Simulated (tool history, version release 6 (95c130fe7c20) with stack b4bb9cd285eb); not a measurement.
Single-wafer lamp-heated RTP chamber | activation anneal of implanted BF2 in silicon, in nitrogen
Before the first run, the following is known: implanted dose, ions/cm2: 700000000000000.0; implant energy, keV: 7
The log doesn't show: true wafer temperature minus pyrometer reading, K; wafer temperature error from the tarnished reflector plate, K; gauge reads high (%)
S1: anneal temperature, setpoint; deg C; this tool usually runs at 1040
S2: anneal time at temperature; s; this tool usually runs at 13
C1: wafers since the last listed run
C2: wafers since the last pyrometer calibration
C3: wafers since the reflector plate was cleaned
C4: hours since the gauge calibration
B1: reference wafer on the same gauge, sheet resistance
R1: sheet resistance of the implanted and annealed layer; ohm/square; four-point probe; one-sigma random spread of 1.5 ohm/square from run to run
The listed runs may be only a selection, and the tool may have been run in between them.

run	day	S1	S2	C1	C2	C3	C4	B1	R1
1	0.000	1056	13	0	1944	6052	82.8	225.60	228.22
2	0.379	1056	13	92	2037	6145	91.9	225.69	227.48
3	1.008	1040	13	154	2191	6300	107.0	226.16	249.66
4	1.271	1040	13	64	2255	6364	113.3	225.48	252.51
5	1.625	1040	13	86	2342	6451	121.8	225.98	250.48
6	2.188	1040	16	137	2480	6589	135.3	225.70	240.92
7	2.808	1040	13	152	2632	6741	150.2	225.71	248.98
8	3.488	1016	13	166	2799	6908	166.5	226.53	281.65
9	3.892	1016	13	99	2898	7007	176.2	226.03	285.10
10	4.546	1040	15	160	3058	7167	191.9	226.29	241.34
11	5.217	1040	15	164	3223	7331	208.0	226.08	240.53
12	5.575	1040	15	87	3311	7419	216.6	226.24	241.72
13	5.892	1040	9	77	3388	7497	224.2	226.06	263.66
14	6.608	1040	13	175	3564	7673	241.4	225.65	247.36
15	7.338	1040	19	178	3743	7851	258.9	225.73	232.05
16	8.358	1040	17	250	3993	8102	283.4	225.41	234.65
# day 9.042: reflector plate cleaned
# day 9.042: gauge calibrated
17	9.062	1040	13	90	4084	5	0.5	226.14	247.72
18	9.325	1040	13	64	4148	69	6.8	225.90	245.94
19	9.712	1031	13	95	4243	164	16.1	225.91	258.72
20	10.200	1048	19	119	4363	284	27.8	226.33	220.94
21	10.904	1064	13	172	4536	456	44.7	225.63	215.05
# day 12.417: pyrometer window cleaned and pyrometer calibrated
22	12.438	1040	13	294	5	751	81.5	225.88	262.40
23	13.088	1016	15	159	164	910	97.1	226.22	290.43
24	13.804	1067	19	175	340	1086	114.3	226.04	209.58
25	14.129	1060	13	79	419	1165	122.1	226.13	231.93
26	15.008	1026	19	215	635	1381	143.2	226.59	260.10
27	15.750	1040	11	181	817	1563	161.0	226.76	266.03

Alternative continuations, all from the tool just after run 27; predict every row:
A	15.767	1040	13	4	821	1567	161.4	?	?
B	15.767	1052	17	4	821	1567	161.4	?	?
C	15.767	1066	16	4	821	1567	161.4	?	?
D	15.767	1016	17	4	821	1567	161.4	?	?

run	B1	R1
A	225.72	257.71
B	225.72	229.78
C	225.72	215.38
D	225.72	280.89
Without the tool's unlogged condition, the same runs would have read:
run	R1
A	265.14
B	236.51
C	221.27
D	288.63

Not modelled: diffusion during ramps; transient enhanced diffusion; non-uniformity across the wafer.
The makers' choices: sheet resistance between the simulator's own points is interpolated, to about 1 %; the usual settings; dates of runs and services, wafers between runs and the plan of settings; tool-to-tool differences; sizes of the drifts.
